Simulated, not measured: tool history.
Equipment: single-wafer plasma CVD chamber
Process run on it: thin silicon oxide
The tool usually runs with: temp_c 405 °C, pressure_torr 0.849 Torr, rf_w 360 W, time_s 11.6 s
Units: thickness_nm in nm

run   hour  temp_c  pressure_torr  rf_w  time_s  wafers since the last listed run  hours since the last thermocouple change  hours since the last RF generator calibration  hours since the last manometer calibration  hours since the showerhead was replaced  hours since the gauge calibration  read-back reference wafer on the same gauge, thickness_nm  thickness_nm
  1      0     405          0.849   360    11.6                                 0                                     695.7                                         1203.6                                      2163.5                                   2102.3                              499.6                                                     22.118        21.091
  2   39.2     405          0.849   360    11.6                              1192                                     734.9                                         1242.8                                      2202.7                                   2141.5                              538.8                                                     22.089        21.198
       120  -- gauge calibrated
  3  145.2     405          0.849   360    11.6                              3223                                     840.9                                         1348.8                                      2308.7                                   2247.5                               25.2                                                     22.062         21.23
  4  223.7     405          0.849   360    11.6                              2387                                     919.4                                         1427.3                                      2387.2                                     2326                              103.7                                                     22.075        21.025
  5  280.8     405          0.849   360    11.6                              1736                                     976.5                                         1484.4                                      2444.3                                   2383.1                              160.8                                                     22.092        21.059
  6  326.3     405          0.783   360    11.6                              1383                                      1022                                         1529.9                                      2489.8                                   2428.6                              206.3                                                     22.093        19.943
     408.5  -- showerhead replaced
  7  418.4     405          0.783   360    11.6                              2557                                    1114.1                                           1622                                      2581.9                                      9.9                              298.4                                                     22.089        19.799
     521.8  -- capacitance manometer re-zeroed and calibrated
  8  522.3     405          0.849   360    11.6                              2916                                      1218                                         1725.9                                         0.5                                    113.8                              402.3                                                     22.101        22.151
  9  568.7     405          0.849   360    12.9                              1411                                    1264.4                                         1772.3                                        46.9                                    160.2                              448.7                                                     22.061        24.691
 10  619.1     405          0.849   315    11.6                              1532                                    1314.8                                         1822.7                                        97.3                                    210.6                              499.1                                                     22.095        20.944
     645.6  -- RF generator calibrated
     665.2  -- gauge calibrated
 11  675.4     405           0.73   390    11.6                              1468                                    1371.1                                           29.8                                       153.6                                    266.9                               10.2                                                     22.133         20.34
     711.3  -- thermocouple changed; heater temperature recalibrated
 12  757.8     419          0.738   360    11.6                              2262                                      46.5                                          112.2                                         236                                    349.3                               92.6                                                     22.092        19.789
 13  826.8     395          0.849   325    11.6                              2098                                     115.5                                          181.2                                         305                                    418.3                              161.6                                                     22.116        21.124
 14  926.5     396          1.009   300     9.8                              3032                                     215.2                                          280.9                                       404.7                                      518                              261.3                                                     22.104        19.356
 15  973.6     405          0.849   360    11.6                              1432                                     262.3                                            328                                       451.8                                    565.1                              308.4                                                     22.111        21.985

Predict each of these 5 candidate next runs independently; none follows another, all start after run 15:
  A   974     405          0.849   360    11.6                                12                                     262.7                                          328.4                                       452.2                                    565.5                              308.8                                                          ?             ?
  B   974     410          0.849   360    12.5                                12                                     262.7                                          328.4                                       452.2                                    565.5                              308.8                                                          ?             ?
  C   974     409          0.693   385      13                                12                                     262.7                                          328.4                                       452.2                                    565.5                              308.8                                                          ?             ?
  D   974     395          0.928   325    11.6                                12                                     262.7                                          328.4                                       452.2                                    565.5                              308.8                                                          ?             ?
  E   974     405          0.988   360    11.6                                12                                     262.7                                          328.4                                       452.2                                    565.5                              308.8                                                          ?             ?

run  read-back reference wafer on the same gauge, thickness_nm  thickness_nm
  A                                                     22.118        21.949
  B                                                     22.118         23.58
  C                                                     22.118        21.703
  D                                                     22.118        22.467
  E                                                     22.118        24.262
With no hidden state in the tool, these same runs would have given:
run  thickness_nm
  A        22.257
  B         23.91
  C        22.075
  D        22.782
  E        24.602
